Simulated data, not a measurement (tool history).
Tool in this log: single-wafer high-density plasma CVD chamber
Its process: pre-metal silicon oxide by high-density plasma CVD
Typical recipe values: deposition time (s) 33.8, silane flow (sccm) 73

| run | day | deposition time (s) | silane flow (sccm) | read-back reference wafer on the same gauge, thickness_nm | mean film thickness on the monitor wafer (nm) |
|---|---|---|---|---|---|
| 1 | 0 | 33.8 | 73 | 297.041 | 260.396 |
| 2 | 1.162 | 33.8 | 73 | 296.918 | 260.208 |
|  | 1.692 | gauge calibrated |
| 3 | 2.362 | 33.8 | 73 | 296.935 | 260.4 |
| 4 | 2.917 | 35.9 | 73 | 296.878 | 275.908 |
| 5 | 3.762 | 33.8 | 73 | 297 | 260.667 |
| 6 | 4.354 | 31.6 | 66 | 296.985 | 225.011 |
| 7 | 5.775 | 31.6 | 66 | 297.107 | 225.54 |
| 8 | 6.692 | 31.6 | 66 | 296.925 | 225.764 |
| 9 | 8.146 | 33.8 | 73 | 297.052 | 260.225 |
| 10 | 8.9 | 33.8 | 73 | 297.078 | 259.711 |
| 11 | 9.483 | 33.8 | 73 | 297.014 | 259.094 |
| 12 | 10.521 | 28.3 | 73 | 296.99 | 216.742 |
| 13 | 11.567 | 33.8 | 73 | 296.947 | 260.679 |
| 14 | 12.583 | 33.8 | 59 | 297.042 | 222.307 |
| 15 | 13.2 | 33.8 | 73 | 296.93 | 260.024 |
|  | 14.671 | silane flow controller replaced |
| 16 | 14.692 | 33.8 | 73 | 297.072 | 267.006 |
| 17 | 15.796 | 28.6 | 69 | 296.96 | 217.367 |
| 18 | 16.417 | 27.1 | 61 | 296.994 | 188.083 |
|  | 16.679 | gauge calibrated |
| 19 | 17.217 | 38.3 | 73 | 297.169 | 301.743 |
| 20 | 18.138 | 28.8 | 86 | 296.865 | 257.391 |
| 21 | 19.125 | 33.8 | 80 | 297.131 | 285.853 |
| 22 | 20.467 | 37.3 | 77 | 297.057 | 306.73 |
| 23 | 21.088 | 29.8 | 73 | 297.032 | 235.021 |

5 options for the next run, each taken on its own from the tool as it stands now. Forecast them:
| A | 21.104 | 33.8 | 62 | ? | ? |
| B | 21.104 | 31.8 | 68 | ? | ? |
| C | 21.104 | 30.4 | 69 | ? | ? |
| D | 21.104 | 36.7 | 73 | ? | ? |
| E | 21.104 | 38.2 | 77 | ? | ? |

| run | read-back reference wafer on the same gauge, thickness_nm | mean film thickness on the monitor wafer (nm) |
|---|---|---|
| A | 296.974 | 236.461 |
| B | 296.974 | 237.92 |
| C | 296.974 | 229.907 |
| D | 296.974 | 289.441 |
| E | 296.974 | 313.644 |
With the hidden condition removed and each run's random variation left untouched, the same runs would have given:
| run | mean film thickness on the monitor wafer (nm) |
|---|---|
| A | 238.873 |
| B | 240.347 |
| C | 232.253 |
| D | 292.393 |
| E | 316.844 |
